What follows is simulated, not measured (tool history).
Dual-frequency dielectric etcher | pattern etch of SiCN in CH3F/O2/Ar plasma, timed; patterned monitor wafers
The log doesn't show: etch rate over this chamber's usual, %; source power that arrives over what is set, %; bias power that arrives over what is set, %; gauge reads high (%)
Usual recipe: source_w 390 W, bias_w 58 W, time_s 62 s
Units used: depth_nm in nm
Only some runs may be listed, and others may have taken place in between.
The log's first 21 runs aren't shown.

run,hour,source_w,bias_w,time_s,wafers since the last listed run,hours since the last wet clean,hours since the last source power generator calibration,hours since the last bias power generator calibration,hours since the last upper electrode change,hours since the gauge calibration,"read-back reference wafer on the same gauge, depth_nm",depth_nm
22,1843.1,390,58,62,782,276.9,1625.2,942.5,1480.4,1606.2,26.52,24.9
23,1890.1,450,62,56,434,323.9,1672.2,989.5,1527.4,1653.2,26.49,24.85
24,1932,390,71,62,387,365.8,1714.1,1031.4,1569.3,1695.1,26.51,26.32
25,1980.2,390,58,62,445,414,1762.3,1079.6,1617.5,1743.3,26.5,24.56
26,2021.3,390,58,62,380,455.1,1803.4,1120.7,1658.6,1784.4,26.5,24.73
27,2097.1,300,58,62,701,530.9,1879.2,1196.5,1734.4,1860.2,26.49,21.08
28,2134.8,360,69,70.5,348,568.6,1916.9,1234.2,1772.1,1897.9,26.5,28.42
29,2177.9,390,58,62,398,611.7,1960,1277.3,1815.2,1941,26.51,24.78
# hour 2220.9: wet clean of the chamber
30,2246.5,360,58,71.5,412,25.6,2028.6,1345.9,1883.8,2009.6,26.49,27.35
31,2349.8,390,44,78,955,128.9,2131.9,1449.2,1987.1,2112.9,26.51,28.96

Each row is a separate what-if for the run after 31, all from the same tool condition, not one after another. Results?
A,2350.2,390,58,49.5,3,129.3,2132.3,1449.6,1987.5,2113.3,?,?
B,2350.2,340,64,47,3,129.3,2132.3,1449.6,1987.5,2113.3,?,?
C,2350.2,330,47,54.5,3,129.3,2132.3,1449.6,1987.5,2113.3,?,?

run,"read-back reference wafer on the same gauge, depth_nm",depth_nm
A,26.51,19.95
B,26.51,17.88
C,26.51,18.67
Without the tool's hidden state the same runs would have given:
run,depth_nm
A,19.43
B,17.42
C,18.18
